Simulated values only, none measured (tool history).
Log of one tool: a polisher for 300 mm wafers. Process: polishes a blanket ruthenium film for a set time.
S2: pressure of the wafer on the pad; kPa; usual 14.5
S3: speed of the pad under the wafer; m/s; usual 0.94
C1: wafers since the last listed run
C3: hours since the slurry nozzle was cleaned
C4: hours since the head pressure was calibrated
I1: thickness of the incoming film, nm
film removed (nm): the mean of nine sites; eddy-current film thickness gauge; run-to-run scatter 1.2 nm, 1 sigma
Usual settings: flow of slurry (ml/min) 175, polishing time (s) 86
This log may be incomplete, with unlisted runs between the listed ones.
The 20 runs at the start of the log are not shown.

Run 21, day 66.667: usual settings but S3 1.02 m/s, polishing time (s) 116; C1 368; wafers polished on this pad 520; C3 337.7; C4 483.9; I1 566.9. Result: film removed (nm) 141.0.
Run 22, day 69.358: usual settings but S3 0.70 m/s; C1 426; wafers polished on this pad 946; C3 402.3; C4 548.5; I1 560.1. Result: film removed (nm) 75.5.
Run 23, day 73.225: usual settings but flow of slurry (ml/min) 115, S3 1.18 m/s, polishing time (s) 94; C1 612; wafers polished on this pad 1558; C3 495.1; C4 641.3; I1 558.9. Result: film removed (nm) 108.1.
Run 24, day 76.308: usual settings; C1 488; wafers polished on this pad 2047; C3 569.1; C4 715.3; I1 558.8. Result: film removed (nm) 91.9.
Run 25, day 77.925: usual settings; C1 256; wafers polished on this pad 2303; C3 607.9; C4 754.1; I1 548.6. Result: film removed (nm) 90.0.
At day 78.700: slurry nozzle cleaned.
Run 26, day 81.675: usual settings but flow of slurry (ml/min) 150, S2 12.4 kPa, S3 0.62 m/s, polishing time (s) 78; C1 587; wafers polished on this pad 2890; C3 71.4; C4 844.1; I1 564.0. Result: film removed (nm) 55.9.
Run 27, day 83.312: usual settings but S3 0.84 m/s; C1 259; wafers polished on this pad 3149; C3 110.7; C4 883.4; I1 555.1. Result: film removed (nm) 91.1.
Run 28, day 85.175: usual settings; C1 294; wafers polished on this pad 3444; C3 155.4; C4 928.1; I1 570.8. Result: film removed (nm) 100.1.
At day 87.850: worn pad replaced by a new one.
At day 96.579: head pressure recalibrated.
Run 29, day 97.608: usual settings; C1 1929; wafers polished on this pad 1531; C3 453.8; C4 24.7; I1 553.3. Result: film removed (nm) 93.3.
Run 30, day 101.688: usual settings; C1 646; wafers polished on this pad 2178; C3 551.7; C4 122.6; I1 569.3. Result: film removed (nm) 90.0.
Run 31, day 104.342: usual settings; C1 420; wafers polished on this pad 2598; C3 615.4; C4 186.3; I1 562.6. Result: film removed (nm) 89.8.
At day 106.554: slurry nozzle cleaned.
Run 32, day 107.104: usual settings but flow of slurry (ml/min) 115, S2 17.9 kPa, polishing time (s) 94; C1 430; wafers polished on this pad 3029; C3 13.2; C4 252.6; I1 554.4. Result: film removed (nm) 120.4.
Run 33, day 110.450: usual settings but S3 1.02 m/s, polishing time (s) 116; C1 529; wafers polished on this pad 3559; C3 93.5; C4 332.9; I1 553.4. Result: film removed (nm) 140.9.
Run 34, day 112.079: usual settings but flow of slurry (ml/min) 140, S2 12.4 kPa, polishing time (s) 58; C1 258; wafers polished on this pad 3817; C3 132.6; C4 372.0; I1 560.4. Result: film removed (nm) 53.9.
At day 113.338: worn pad replaced by a new one.
Run 35, day 116.342: usual settings but flow of slurry (ml/min) 220, S2 9.7 kPa, S3 0.64 m/s; C1 648; wafers polished on this pad 476; C3 234.9; C4 474.3; I1 565.8. Result: film removed (nm) 50.5.
Run 36, day 119.379: usual settings but flow of slurry (ml/min) 205, polishing time (s) 113; C1 481; wafers polished on this pad 957; C3 307.8; C4 547.2; I1 559.6. Result: film removed (nm) 130.0.
Run 37, day 123.767: usual settings but S2 9.7 kPa, polishing time (s) 106; C1 694; wafers polished on this pad 1651; C3 413.1; C4 652.5; I1 564.3. Result: film removed (nm) 75.5.
Run 38, day 127.829: usual settings but flow of slurry (ml/min) 145; C1 643; wafers polished on this pad 2295; C3 510.6; C4 750.0; I1 568.3. Result: film removed (nm) 86.6.

3 ways to go on from here, each from the tool as it stands after run 38. What would each give?
Run A, day 127.850: usual settings but S3 0.82 m/s; C1 3; wafers polished on this pad 2298; C3 511.1; C4 750.5; I1 560.3. Result: film removed (nm) ?.
Run B, day 127.850: usual settings but S3 0.76 m/s; C1 3; wafers polished on this pad 2298; C3 511.1; C4 750.5; I1 560.3. Result: film removed (nm) ?.
Run C, day 127.850: usual settings but S2 17.2 kPa, S3 0.66 m/s, polishing time (s) 66; C1 3; wafers polished on this pad 2298; C3 511.1; C4 750.5; I1 560.3. Result: film removed (nm) ?.

run  film removed (nm)
  A               82.3
  B               77.7
  C               63.9
Without the tool's unlogged condition, the same runs would have read:
run  film removed (nm)
  A               91.7
  B               86.5
  C               71.2
